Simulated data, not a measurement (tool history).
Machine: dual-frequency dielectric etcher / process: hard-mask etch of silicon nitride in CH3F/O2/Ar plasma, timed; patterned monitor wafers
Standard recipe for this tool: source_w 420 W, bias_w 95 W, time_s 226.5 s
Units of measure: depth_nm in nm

run,hour,source_w,bias_w,time_s,wafers since the last listed run,hours since the last wet clean,hours since the last source power generator calibration,hours since the last bias power generator calibration,hours since the last upper electrode change,hours since the gauge calibration,"read-back reference wafer on the same gauge, depth_nm",depth_nm
1,0.0,340,95,226.5,0,216.4,3333.7,2073.2,4418.5,175.6,160.8,180.7
2,41.6,340,95,226.5,169,258.0,3375.3,2114.8,4460.1,217.2,161.0,180.1
3,84.0,340,95,226.5,172,300.4,3417.7,2157.2,4502.5,259.6,161.0,180.5
4,160.2,420,95,226.5,310,376.6,3493.9,2233.4,4578.7,335.8,161.0,195.3
5,198.3,420,95,226.5,155,414.7,3532.0,2271.5,4616.8,373.9,161.1,195.4
# hour 291.5: upper electrode replaced
6,292.0,420,95,226.5,283,508.4,3625.7,2365.2,0.5,467.6,161.2,195.8
# hour 377.4: source power generator calibrated
7,377.9,420,95,226.5,333,594.3,0.5,2451.1,86.4,553.5,161.0,194.7
8,433.2,380,95,196.0,225,649.6,55.8,2506.4,141.7,608.8,160.9,161.6
# hour 455.4: bias power generator calibrated
# hour 489.3: wet clean of the chamber
# hour 495.4: gauge calibrated
9,509.6,420,95,226.5,197,20.3,132.2,54.2,218.1,14.2,160.8,196.7
10,565.6,390,71,246.0,227,76.3,188.2,110.2,274.1,70.2,161.0,186.7
11,640.1,420,105,226.5,303,150.8,262.7,184.7,348.6,144.7,161.1,202.5

The next listed run, before its measurement:
12,730.7,490,82,226.5,368,241.4,353.3,275.3,439.2,235.3,?,?

{"run 12": {"read-back reference wafer on the same gauge, depth_nm": 161.2, "depth_nm": 194.9}}
Take away the tool's hidden state, keep the run-to-run variation as it was, and the same run would have given depth_nm 194.9 nm.
